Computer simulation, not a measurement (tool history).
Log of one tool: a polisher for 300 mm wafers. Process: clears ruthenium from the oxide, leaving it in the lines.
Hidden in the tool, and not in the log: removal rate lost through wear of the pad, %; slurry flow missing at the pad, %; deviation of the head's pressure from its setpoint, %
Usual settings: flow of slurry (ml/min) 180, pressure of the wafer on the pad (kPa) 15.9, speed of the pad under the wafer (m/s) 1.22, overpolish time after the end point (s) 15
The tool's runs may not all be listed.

run	hour	flow of slurry (ml/min)	pressure of the wafer on the pad (kPa)	speed of the pad under the wafer (m/s)	overpolish time after the end point (s)	wafers since the last listed run	wafers polished on this pad	hours since the slurry nozzle was cleaned	hours since the head pressure was calibrated	incoming thickness of the incoming film, nm	time until the end point was called (s)
1	0.0	180	15.9	1.22	19	0	621	7.8	158.3	140.3	75.5
2	31.1	180	15.9	1.22	15	283	904	38.9	189.4	138.2	76.6
3	56.4	180	15.9	1.22	15	230	1134	64.2	214.7	139.8	79.5
# hour 80.2: worn pad replaced by a new one
4	98.8	180	15.9	1.22	15	349	169	106.6	257.1	142.0	77.5
# hour 131.0: head pressure recalibrated
5	160.0	180	15.9	1.22	15	538	708	167.8	29.0	140.7	75.5
6	187.9	180	15.9	1.22	15	254	962	195.7	56.9	140.9	78.9
# hour 278.1: worn pad replaced by a new one
7	327.5	180	15.9	1.22	15	1234	449	335.3	196.5	138.8	78.1
8	358.2	180	15.9	0.90	15	279	729	366.0	227.2	138.6	106.5
9	405.6	180	15.9	0.90	15	431	1161	413.4	274.6	139.7	113.9
10	438.4	180	15.9	0.90	15	298	1459	446.2	307.4	138.4	115.6
# hour 458.2: head pressure recalibrated
# hour 466.2: worn pad replaced by a new one
11	466.7	180	15.9	0.82	15	203	4	474.5	8.5	142.0	116.7
12	493.9	210	12.4	1.38	7	247	252	501.7	35.7	140.0	78.8
13	560.0	180	15.9	1.22	15	601	854	567.8	101.8	141.2	82.6
14	599.1	180	15.9	0.94	15	355	1210	606.9	140.9	141.7	111.4
# hour 626.5: worn pad replaced by a new one
15	649.8	165	15.9	1.22	15	425	212	657.6	191.6	138.9	78.7
# hour 665.5: slurry nozzle cleaned
16	678.6	180	15.9	1.22	11	253	465	13.1	220.4	140.2	78.0
17	721.4	180	15.9	0.90	15	389	854	55.9	263.2	140.7	108.4
# hour 763.3: head pressure recalibrated
18	781.3	240	15.9	1.22	15	527	1381	115.8	18.0	137.2	79.4
19	812.7	180	12.4	1.22	15	285	1667	147.2	49.4	141.3	101.2
# hour 818.7: worn pad replaced by a new one
20	861.2	180	15.9	1.22	15	405	386	195.7	97.9	139.1	75.0

5 ways to go on from here, each from the tool as it stands after run 20. What would each give?
A	861.7	180	15.9	1.22	15	4	391	196.2	98.4	141.8	?
B	861.7	130	17.9	0.92	12	4	391	196.2	98.4	141.8	?
C	861.7	200	18.6	0.80	11	4	391	196.2	98.4	141.8	?
D	861.7	200	15.9	0.82	15	4	391	196.2	98.4	141.8	?
E	861.7	180	15.9	1.56	15	4	391	196.2	98.4	141.8	?

run	time until the end point was called (s)
A	76.8
B	98.7
C	103.3
D	112.6
E	60.1
Without the tool's hidden state the same runs would have given:
run	time until the end point was called (s)
A	75.3
B	96.5
C	101.3
D	110.5
E	58.9
